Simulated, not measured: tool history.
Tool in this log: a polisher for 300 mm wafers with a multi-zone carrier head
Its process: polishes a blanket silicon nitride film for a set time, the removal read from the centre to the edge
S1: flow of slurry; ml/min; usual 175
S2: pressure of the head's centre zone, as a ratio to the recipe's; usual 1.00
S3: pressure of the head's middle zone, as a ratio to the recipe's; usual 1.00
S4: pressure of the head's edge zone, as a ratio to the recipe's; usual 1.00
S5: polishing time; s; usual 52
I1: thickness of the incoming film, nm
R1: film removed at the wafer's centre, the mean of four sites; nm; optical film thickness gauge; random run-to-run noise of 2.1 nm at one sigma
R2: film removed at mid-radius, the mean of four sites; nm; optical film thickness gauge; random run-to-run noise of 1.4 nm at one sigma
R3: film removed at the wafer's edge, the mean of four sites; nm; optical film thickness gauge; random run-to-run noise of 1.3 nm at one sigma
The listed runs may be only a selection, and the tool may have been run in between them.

run,day,S1,S2,S3,S4,S5,I1,R1,R2,R3
1,0.000,175,0.95,1.00,1.00,37,700.1,104.4,98.3,97.9
2,2.842,220,0.91,1.00,1.00,52,689.2,144.3,144.8,144.1
# day 3.304: worn pad replaced by a new one
3,4.050,175,1.00,1.00,1.00,52,701.0,147.0,138.2,139.7
# day 9.421: edge zone pressure recalibrated
4,10.500,150,0.90,0.89,1.00,52,689.2,136.6,119.5,136.9
5,12.279,175,1.00,1.00,1.00,52,696.0,144.8,135.7,139.3
6,13.738,175,1.00,0.89,1.12,52,706.5,148.5,122.4,146.0
7,15.825,175,1.00,1.00,0.95,52,694.7,144.3,134.6,131.5
8,17.275,120,1.00,1.00,1.12,69,689.9,173.1,165.6,183.2
# day 18.596: centre zone pressure recalibrated
9,19.325,175,1.07,1.00,1.00,52,703.5,136.3,129.3,136.8
10,21.733,175,1.00,1.00,1.00,52,697.8,131.1,128.5,132.9
11,23.388,175,1.11,1.11,0.96,52,695.6,140.3,138.3,131.5
# day 25.762: slurry nozzle cleaned
12,26.346,175,1.00,0.89,1.12,52,699.4,139.9,123.4,146.0
# day 26.804: worn pad replaced by a new one
13,28.858,155,1.05,1.00,1.00,52,715.4,142.9,131.6,138.3
14,31.254,235,1.00,1.03,0.88,52,703.0,149.3,145.1,133.5
15,33.346,175,0.89,1.00,0.90,52,701.4,132.2,139.0,133.0
16,35.033,175,1.00,0.95,1.00,52,702.4,143.5,129.2,137.3
# day 36.592: edge zone pressure recalibrated
17,36.758,215,1.00,1.00,1.08,59,701.8,169.1,156.0,165.5
18,38.842,175,0.97,0.94,0.94,52,691.2,141.5,129.1,135.0
19,45.946,155,1.00,0.96,1.00,41,694.3,102.6,96.1,103.4
# day 46.567: centre zone pressure recalibrated
20,47.071,225,1.00,1.00,0.95,45,702.7,119.7,116.7,115.8
21,49.392,175,0.94,1.06,1.00,52,711.2,123.6,133.4,128.8
# day 49.821: worn pad replaced by a new one
22,50.671,175,1.00,1.00,1.00,52,705.5,124.3,125.8,131.3
23,53.333,175,1.00,0.92,0.92,37,711.3,87.2,78.3,86.5

Below are 3 alternative next runs, each starting from the tool's condition after run 23. Predict each:
A,53.350,175,1.00,1.00,1.00,58,697.4,?,?,?
B,53.350,205,0.92,0.96,1.00,59,697.4,?,?,?
C,53.350,195,1.04,1.04,1.00,52,697.4,?,?,?

run,R1,R2,R3
A,136.5,137.6,144.0
B,138.1,140.0,150.0
C,128.5,130.6,131.1
What these runs would have given with no unlogged condition in the tool:
run,R1,R2,R3
A,153.2,157.1,158.1
B,152.2,157.5,163.2
C,142.5,147.6,143.0
